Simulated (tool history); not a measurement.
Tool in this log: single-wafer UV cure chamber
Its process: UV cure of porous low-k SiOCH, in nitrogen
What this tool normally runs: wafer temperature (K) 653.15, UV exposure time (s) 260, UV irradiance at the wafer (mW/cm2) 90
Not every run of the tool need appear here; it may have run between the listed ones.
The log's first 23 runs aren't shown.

run,hour,wafer temperature (K),UV exposure time (s),UV irradiance at the wafer (mW/cm2),loss of film thickness in the cure (%)
24,286.4,653.15,260,90,12.575
25,293.4,653.15,260,90,12.605
26,309.1,653.15,260,90,12.519
27,320.5,653.15,215,112,12.736
28,332.0,653.15,260,120,13.771
29,343.1,673.15,260,90,12.703
30,349.6,642.15,260,115,13.562
31,365.9,653.15,260,90,12.363
32,383.8,653.15,260,90,12.266
33,400.3,653.15,260,90,12.354
34,414.5,653.15,325,90,13.391
35,423.7,638.15,260,90,11.988
36,435.6,653.15,315,107,13.823
37,448.9,647.15,260,90,12.073
38,464.0,643.15,325,78,12.137
39,518.0,653.15,190,90,10.584
40,529.2,653.15,260,90,12.086
41,545.4,667.15,325,55,10.968
42,553.2,653.15,260,106,12.827
43,567.2,636.15,175,57,7.759
44,585.0,641.15,395,74,12.717
45,598.1,653.15,260,90,11.955
46,614.4,668.15,205,114,12.029
47,622.2,653.15,260,119,12.964
48,634.7,653.15,260,90,11.935

4 options for the next run, each taken on its own from the tool as it stands now. Forecast them:
A,635.2,653.15,260,90,?
B,635.2,667.15,200,120,?
C,635.2,635.15,260,128,?
D,635.2,653.15,340,106,?

run,loss of film thickness in the cure (%)
A,11.766
B,12.157
C,13.111
D,13.881
The same runs, with their run-to-run variation unchanged, on a tool lacking any hidden condition would have given:
run,loss of film thickness in the cure (%)
A,12.763
B,13.162
C,14.135
D,14.919

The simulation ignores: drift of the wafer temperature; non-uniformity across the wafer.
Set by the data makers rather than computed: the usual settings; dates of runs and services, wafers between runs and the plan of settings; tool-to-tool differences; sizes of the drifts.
